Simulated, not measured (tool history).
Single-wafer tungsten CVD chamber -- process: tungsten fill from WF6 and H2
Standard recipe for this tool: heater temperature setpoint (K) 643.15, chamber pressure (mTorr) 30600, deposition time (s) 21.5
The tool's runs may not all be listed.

run,hour,heater temperature setpoint (K),chamber pressure (mTorr),deposition time (s),wafers since the last listed run,hours since the last thermocouple change,hours since the last manometer calibration,hours since the showerhead was replaced,hours since the gauge calibration,"read-back reference wafer on the same gauge, thickness_nm",mean film thickness on the monitor wafer (angstrom)
1,0.0,643.15,30600,21.5,0,2371.3,768.6,6962.6,584.2,31.297,347.52
2,30.0,649.15,30600,21.5,728,2401.3,798.6,6992.6,614.2,31.281,401.17
3,53.4,649.15,30600,21.5,568,2424.7,822.0,7016.0,637.6,31.262,401.14
4,83.0,643.15,30600,19.0,719,2454.3,851.6,7045.6,667.2,31.249,308.58
5,116.7,643.15,25100,21.5,818,2488.0,885.3,7079.3,700.9,31.296,326.02
6,140.6,643.15,30600,21.5,580,2511.9,909.2,7103.2,724.8,31.275,348.59
7,166.5,643.15,30600,21.5,629,2537.8,935.1,7129.1,750.7,31.309,348.39
# hour 186.1: showerhead replaced
8,273.6,643.15,30600,21.5,2407,2644.9,1042.2,87.5,857.8,31.317,352.10
9,307.1,630.15,27200,18.4,813,2678.4,1075.7,121.0,891.3,31.299,207.52
10,387.7,643.15,32900,18.3,1958,2759.0,1156.3,201.6,971.9,31.297,306.51
11,401.6,643.15,30600,23.1,337,2772.9,1170.2,215.5,985.8,31.311,376.17
12,430.6,643.15,30600,21.5,704,2801.9,1199.2,244.5,1014.8,31.329,352.21
# hour 455.6: thermocouple changed; heater temperature recalibrated
13,462.1,634.15,30600,19.1,570,6.5,1230.7,276.0,1046.3,31.285,241.67
14,494.0,643.15,30600,21.5,775,38.4,1262.6,307.9,1078.2,31.313,338.72
15,522.9,643.15,32600,21.5,702,67.3,1291.5,336.8,1107.1,31.282,347.74
16,548.9,635.15,30600,21.5,631,93.3,1317.5,362.8,1133.1,31.273,279.25
# hour 586.4: capacitance manometer re-zeroed and calibrated
17,586.9,630.15,36000,18.7,728,131.3,0.5,400.8,1171.1,31.307,227.47
18,609.9,643.15,30600,21.5,558,154.3,23.5,423.8,1194.1,31.333,340.82
19,645.5,653.15,30600,18.5,864,189.9,59.1,459.4,1229.7,31.302,368.44
20,675.2,651.15,27300,19.2,721,219.6,88.8,489.1,1259.4,31.249,351.65
# hour 684.6: gauge calibrated
21,701.5,650.15,24600,21.5,638,245.9,115.1,515.4,16.9,31.312,370.06
22,719.8,636.15,30600,18.0,444,264.2,133.4,533.7,35.2,31.254,239.02
23,743.8,643.15,30600,18.6,583,288.2,157.4,557.7,59.2,31.279,293.65
24,772.3,657.15,33200,21.5,692,316.7,185.9,586.2,87.7,31.297,484.66
25,803.0,643.15,30600,21.5,745,347.4,216.6,616.9,118.4,31.323,339.51
26,828.9,632.15,24500,22.8,629,373.3,242.5,642.8,144.3,31.284,251.77
27,852.4,643.15,30600,24.0,570,396.8,266.0,666.3,167.8,31.289,380.19
28,884.4,643.15,37700,21.5,777,428.8,298.0,698.3,199.8,31.313,366.44
29,898.6,643.15,30600,21.5,344,443.0,312.2,712.5,214.0,31.325,339.20
30,926.4,643.15,30600,21.5,675,470.8,340.0,740.3,241.8,31.287,339.38
31,947.0,636.15,36800,25.7,500,491.4,360.6,760.9,262.4,31.249,366.02
32,975.8,643.15,30600,21.5,699,520.2,389.4,789.7,291.2,31.280,339.17
33,994.0,643.15,30600,25.2,442,538.4,407.6,807.9,309.4,31.345,398.74

5 options for the next run, each taken on its own from the tool as it stands now. Forecast them:
A,994.4,639.15,30600,21.5,9,538.8,408.0,808.3,309.8,?,?
B,994.4,653.15,30600,24.8,9,538.8,408.0,808.3,309.8,?,?
C,994.4,637.15,38100,22.9,9,538.8,408.0,808.3,309.8,?,?
D,994.4,629.15,30600,21.5,9,538.8,408.0,808.3,309.8,?,?
E,994.4,629.15,30600,24.9,9,538.8,408.0,808.3,309.8,?,?

run,"read-back reference wafer on the same gauge, thickness_nm",mean film thickness on the monitor wafer (angstrom)
A,31.280,308.26
B,31.280,496.28
C,31.280,339.74
D,31.280,239.90
E,31.280,278.02
With the hidden condition removed and each run's random variation left untouched, the same runs would have given:
run,mean film thickness on the monitor wafer (angstrom)
A,306.25
B,493.28
C,337.50
D,238.28
E,276.14
